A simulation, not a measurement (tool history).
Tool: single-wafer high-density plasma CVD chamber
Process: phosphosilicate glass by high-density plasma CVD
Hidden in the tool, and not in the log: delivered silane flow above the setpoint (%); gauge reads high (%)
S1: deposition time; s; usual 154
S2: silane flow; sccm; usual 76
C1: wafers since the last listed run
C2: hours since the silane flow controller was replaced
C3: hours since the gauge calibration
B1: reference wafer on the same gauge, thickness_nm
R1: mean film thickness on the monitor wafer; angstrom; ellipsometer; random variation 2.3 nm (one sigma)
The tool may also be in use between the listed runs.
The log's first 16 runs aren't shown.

run 17 hour=194.5 | S1=154 S2=76 | C1=118 C2=2974.2 C3=212 | B1=1189.839 | R1=11347.08
-- hour=210.4 silane flow controller replaced
run 18 hour=210.8 | S1=154 S2=76 | C1=101 C2=0.4 C3=228.3 | B1=1190.014 | R1=12314.22
run 19 hour=218.4 | S1=127 S2=81 | C1=93 C2=8 C3=235.9 | B1=1189.751 | R1=10746.97
-- hour=230.4 gauge calibrated
run 20 hour=232.1 | S1=163 S2=66 | C1=167 C2=21.7 C3=1.7 | B1=1189.675 | R1=11488.71
run 21 hour=239.3 | S1=128 S2=76 | C1=88 C2=28.9 C3=8.9 | B1=1189.887 | R1=10223.31
run 22 hour=254.6 | S1=154 S2=76 | C1=187 C2=44.2 C3=24.2 | B1=1190.732 | R1=12345.54
run 23 hour=264.5 | S1=154 S2=88 | C1=121 C2=54.1 C3=34.1 | B1=1190.105 | R1=14041.49
run 24 hour=281.2 | S1=184 S2=82 | C1=204 C2=70.8 C3=50.8 | B1=1190.006 | R1=15708.07
run 25 hour=295.8 | S1=134 S2=76 | C1=178 C2=85.4 C3=65.4 | B1=1190.144 | R1=10702.49
run 26 hour=326.2 | S1=165 S2=72 | C1=372 C2=115.8 C3=95.8 | B1=1189.719 | R1=12579.11
run 27 hour=336.7 | S1=140 S2=72 | C1=128 C2=126.3 C3=106.3 | B1=1190.069 | R1=10670.1
run 28 hour=350.3 | S1=126 S2=76 | C1=166 C2=139.9 C3=119.9 | B1=1189.786 | R1=10049.26
run 29 hour=365.6 | S1=154 S2=76 | C1=187 C2=155.2 C3=135.2 | B1=1189.927 | R1=12314.06
run 30 hour=381.9 | S1=154 S2=76 | C1=199 C2=171.5 C3=151.5 | B1=1189.569 | R1=12309.5
run 31 hour=388.8 | S1=154 S2=76 | C1=84 C2=178.4 C3=158.4 | B1=1190.376 | R1=12338.63
run 32 hour=406.5 | S1=143 S2=84 | C1=216 C2=196.1 C3=176.1 | B1=1190.076 | R1=12535.08
run 33 hour=416.9 | S1=175 S2=81 | C1=127 C2=206.5 C3=186.5 | B1=1189.836 | R1=14813.18
run 34 hour=433.8 | S1=154 S2=76 | C1=206 C2=223.4 C3=203.4 | B1=1189.248 | R1=12312.81
run 35 hour=451.7 | S1=164 S2=61 | C1=219 C2=241.3 C3=221.3 | B1=1190.095 | R1=10746.93
run 36 hour=463.2 | S1=173 S2=82 | C1=140 C2=252.8 C3=232.8 | B1=1190.457 | R1=14768.13

Forecast each of these 3 alternatives for the next run:
run A hour=463.6 | S1=154 S2=76 | C1=4 C2=253.2 C3=233.2 | B1=? | R1=?
run B hour=463.6 | S1=143 S2=72 | C1=4 C2=253.2 C3=233.2 | B1=? | R1=?
run C hour=463.6 | S1=182 S2=76 | C1=4 C2=253.2 C3=233.2 | B1=? | R1=?

run=A B1=1190.31 R1=12288.41
run=B B1=1190.31 R1=10865.88
run=C B1=1190.31 R1=14522.66
Without the tool's hidden state the same runs would have given:
run=A R1=12210.52
run=B R1=10797
run=C R1=14430.61
